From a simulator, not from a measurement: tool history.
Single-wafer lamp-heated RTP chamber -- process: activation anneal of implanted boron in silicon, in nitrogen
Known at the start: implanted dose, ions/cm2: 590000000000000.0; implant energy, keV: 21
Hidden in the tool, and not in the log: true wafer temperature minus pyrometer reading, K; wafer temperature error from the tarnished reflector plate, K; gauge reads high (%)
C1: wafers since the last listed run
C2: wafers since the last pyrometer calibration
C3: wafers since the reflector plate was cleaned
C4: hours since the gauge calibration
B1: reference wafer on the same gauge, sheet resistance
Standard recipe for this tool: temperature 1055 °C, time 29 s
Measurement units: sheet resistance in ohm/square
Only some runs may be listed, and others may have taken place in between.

run 1 hour=0 | temperature=1045 time=29 | C1=0 C2=5010 C3=5683 C4=77 | B1=172.05 | sheet_resistance=178.71
run 2 hour=10.5 | temperature=1045 time=29 | C1=168 C2=5178 C3=5852 C4=87.5 | B1=172.02 | sheet_resistance=178.78
run 3 hour=18.2 | temperature=1055 time=29 | C1=123 C2=5302 C3=5975 C4=95.2 | B1=171.97 | sheet_resistance=178.51
run 4 hour=31.6 | temperature=1055 time=29 | C1=215 C2=5517 C3=6190 C4=108.6 | B1=172.02 | sheet_resistance=178.18
run 5 hour=50.9 | temperature=1055 time=29 | C1=310 C2=5827 C3=6500 C4=127.9 | B1=171.93 | sheet_resistance=178.48
run 6 hour=104.3 | temperature=1055 time=29 | C1=857 C2=6685 C3=7358 C4=181.3 | B1=171.95 | sheet_resistance=177.62
run 7 hour=117.8 | temperature=1055 time=29 | C1=216 C2=6902 C3=7575 C4=194.8 | B1=171.97 | sheet_resistance=178.2
run 8 hour=130.4 | temperature=1055 time=29 | C1=202 C2=7104 C3=7777 C4=207.4 | B1=172.03 | sheet_resistance=178.38
run 9 hour=161.6 | temperature=1055 time=29 | C1=501 C2=7605 C3=8279 C4=238.6 | B1=172.01 | sheet_resistance=178.38
-- hour=175.5 reflector plate cleaned
run 10 hour=176 | temperature=1030 time=23 | C1=102 C2=7708 C3=7 C4=253 | B1=172.03 | sheet_resistance=180.66
-- hour=181.2 gauge calibrated
run 11 hour=182 | temperature=1055 time=29 | C1=96 C2=7804 C3=103 C4=0.8 | B1=172 | sheet_resistance=178.35
run 12 hour=195.5 | temperature=1055 time=29 | C1=216 C2=8021 C3=320 C4=14.3 | B1=172.02 | sheet_resistance=177.81
-- hour=235.3 pyrometer window cleaned and pyrometer calibrated
run 13 hour=244.3 | temperature=1078 time=37 | C1=655 C2=144 C3=976 C4=63.1 | B1=171.95 | sheet_resistance=175.97
run 14 hour=255.4 | temperature=1026 time=41 | C1=178 C2=322 C3=1154 C4=74.2 | B1=172.02 | sheet_resistance=179.46
run 15 hour=270.4 | temperature=1035 time=44 | C1=240 C2=563 C3=1395 C4=89.2 | B1=172.05 | sheet_resistance=178.47
run 16 hour=277.6 | temperature=1078 time=39 | C1=115 C2=679 C3=1510 C4=96.4 | B1=172.01 | sheet_resistance=176.24
run 17 hour=293.4 | temperature=1028 time=39 | C1=253 C2=932 C3=1764 C4=112.2 | B1=171.94 | sheet_resistance=179.83

Predict the results of run 18:
run 18 hour=303.1 | temperature=1063 time=39 | C1=155 C2=1088 C3=1920 C4=121.9 | B1=? | sheet_resistance=?

{"run 18": {"B1": 171.93, "sheet resistance": 176.48}}
Had the tool carried no hidden state, the very same run would have given sheet resistance 176.48 ohm/square.

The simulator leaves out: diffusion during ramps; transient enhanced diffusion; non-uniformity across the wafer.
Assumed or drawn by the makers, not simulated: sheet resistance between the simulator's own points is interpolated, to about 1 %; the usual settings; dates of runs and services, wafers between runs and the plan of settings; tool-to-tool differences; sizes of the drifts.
